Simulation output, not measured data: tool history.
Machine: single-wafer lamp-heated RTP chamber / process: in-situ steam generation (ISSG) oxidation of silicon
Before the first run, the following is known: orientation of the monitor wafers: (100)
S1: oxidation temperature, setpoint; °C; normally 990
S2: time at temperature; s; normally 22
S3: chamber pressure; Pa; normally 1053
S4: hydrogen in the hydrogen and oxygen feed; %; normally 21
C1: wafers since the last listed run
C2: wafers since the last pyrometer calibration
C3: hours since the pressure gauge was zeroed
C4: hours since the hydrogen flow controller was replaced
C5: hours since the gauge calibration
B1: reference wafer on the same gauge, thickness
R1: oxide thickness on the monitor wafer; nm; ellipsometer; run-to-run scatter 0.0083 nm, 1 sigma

run,hour,S1,S2,S3,S4,C1,C2,C3,C4,C5,B1,R1
1,0.0,990,22,1053,21,0,3431,2093.8,2072.0,77.3,6.031,5.574
2,33.9,990,22,1053,21,313,3744,2127.7,2105.9,111.2,6.031,5.588
3,69.0,990,22,1053,21,324,4069,2162.8,2141.0,146.3,6.025,5.580
4,97.1,990,22,1053,21,260,4329,2190.9,2169.1,174.4,6.028,5.609
5,127.5,990,22,1053,21,281,4610,2221.3,2199.5,204.8,6.028,5.588
6,143.6,990,22,1053,21,148,4759,2237.4,2215.6,220.9,6.027,5.585
7,176.8,990,22,1053,21,307,5067,2270.6,2248.8,254.1,6.029,5.592
8,197.0,990,22,1053,21,186,5254,2290.8,2269.0,274.3,6.029,5.616
9,211.6,990,18,1053,21,135,5389,2305.4,2283.6,288.9,6.027,5.121
10,244.9,990,18,1053,21,308,5697,2338.7,2316.9,322.2,6.031,5.131
11,264.7,990,22,1053,21,183,5880,2358.5,2336.7,342.0,6.028,5.613
# hour 269.6: gauge calibrated
12,288.1,990,22,1053,26,216,6096,2381.9,2360.1,18.5,6.030,5.914
# hour 369.2: hydrogen flow controller replaced
13,369.7,1001,22,1053,27,681,6778,2463.5,0.5,100.1,6.032,6.244
# hour 394.7: pressure gauge zeroed
14,399.9,995,22,1053,29,205,6983,5.2,30.7,130.3,6.030,6.212
# hour 426.7: pyrometer window cleaned and pyrometer calibrated
15,427.2,990,22,1053,21,178,4,32.5,58.0,157.6,6.028,5.556
16,453.0,1009,28,1213,21,238,242,58.3,83.8,183.4,6.030,6.727

What does the tool deliver on the next run?
17,480.3,972,22,1053,30,252,495,85.6,111.1,210.7,?,?

{"run 17": {"B1": 6.027, "R1": 5.672}}
On a tool with no hidden condition, and with the same random variation, this run would have come out at R1 5.662 nm.
